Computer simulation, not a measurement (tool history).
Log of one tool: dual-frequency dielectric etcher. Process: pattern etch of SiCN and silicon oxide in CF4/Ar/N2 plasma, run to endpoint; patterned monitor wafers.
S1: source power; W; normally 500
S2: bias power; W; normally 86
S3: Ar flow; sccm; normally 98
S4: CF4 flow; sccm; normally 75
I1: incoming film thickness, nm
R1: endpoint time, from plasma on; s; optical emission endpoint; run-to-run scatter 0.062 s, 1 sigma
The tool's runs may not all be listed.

| run | hour | S1 | S2 | S3 | S4 | I1 | R1 |
|---|---|---|---|---|---|---|---|
| 1 | 0.0 | 500 | 78 | 98 | 75 | 17.89 | 17.2 |
| 2 | 11.7 | 500 | 78 | 98 | 75 | 17.69 | 17.2 |
| 3 | 28.1 | 500 | 86 | 98 | 75 | 17.88 | 16.8 |
| 4 | 46.1 | 500 | 86 | 98 | 75 | 17.56 | 16.4 |
| 5 | 52.9 | 500 | 86 | 98 | 75 | 17.78 | 16.7 |
| 6 | 65.9 | 500 | 86 | 98 | 75 | 17.88 | 16.8 |
| 7 | 75.3 | 500 | 86 | 98 | 75 | 17.85 | 16.7 |
| 8 | 82.4 | 500 | 86 | 98 | 75 | 17.73 | 16.5 |
| 9 | 95.6 | 500 | 86 | 98 | 75 | 17.57 | 16.5 |
| 10 | 112.4 | 500 | 86 | 98 | 75 | 17.68 | 16.4 |
| 11 | 125.3 | 500 | 86 | 98 | 75 | 17.58 | 16.3 |
| 12 | 151.8 | 500 | 86 | 98 | 75 | 17.71 | 16.5 |
| 13 | 152.1 | 620 | 102 | 83 | 57 | 17.68 | 13.6 |
| 14 | 159.1 | 500 | 86 | 98 | 75 | 17.84 | 16.6 |
| 15 | 169.5 | 500 | 102 | 98 | 75 | 17.55 | 15.5 |
| 16 | 182.2 | 400 | 78 | 85 | 85 | 17.61 | 18.6 |
| 17 | 210.6 | 500 | 86 | 98 | 75 | 17.49 | 17.2 |
| 18 | 212.0 | 500 | 97 | 98 | 61 | 17.74 | 17.4 |
| 19 | 226.7 | 500 | 72 | 98 | 75 | 17.58 | 18.0 |
| 20 | 243.0 | 420 | 96 | 107 | 59 | 17.82 | 20.0 |
| 21 | 255.2 | 500 | 96 | 120 | 75 | 17.64 | 17.3 |
| 22 | 270.4 | 500 | 86 | 109 | 75 | 17.77 | 17.7 |
| 23 | 283.1 | 600 | 86 | 98 | 75 | 17.67 | 15.3 |
| 24 | 290.0 | 500 | 86 | 98 | 75 | 17.85 | 17.4 |

Not shown: 6 entries that the log had between the listed runs. Between which runs, and how does the tool's hidden state differ before and after?
After run 9, before run 10: bias power generator calibrated (hour 105.3)
  etch rate over this chamber's usual, %: 4.48 -> 4.62
  measured value less the no-hidden-state value, R1: -0.7 -> -0.8 s
After run 10, before run 11: CF4 flow controller replaced (hour 120.9)
  etch rate over this chamber's usual, %: 4.62 -> 4.73
  measured value less the no-hidden-state value, R1: -0.8 -> -0.8 s
After run 11, before run 12: upper electrode replaced (hour 151.3)
  etch rate over this chamber's usual, %: 4.73 -> 4.96
  measured value less the no-hidden-state value, R1: -0.8 -> -0.8 s
After run 13, before run 14: source power generator calibrated (hour 157.0)
  etch rate over this chamber's usual, %: 4.97 -> 5.03
  measured value less the no-hidden-state value, R1: -0.6 -> -0.9 s
After run 16, before run 17: Ar flow controller replaced (hour 210.0); wet clean of the chamber (hour 210.1)
  etch rate over this chamber's usual, %: 5.23 -> -0.716
  measured value less the no-hidden-state value, R1: -0.9 -> +0.1 s

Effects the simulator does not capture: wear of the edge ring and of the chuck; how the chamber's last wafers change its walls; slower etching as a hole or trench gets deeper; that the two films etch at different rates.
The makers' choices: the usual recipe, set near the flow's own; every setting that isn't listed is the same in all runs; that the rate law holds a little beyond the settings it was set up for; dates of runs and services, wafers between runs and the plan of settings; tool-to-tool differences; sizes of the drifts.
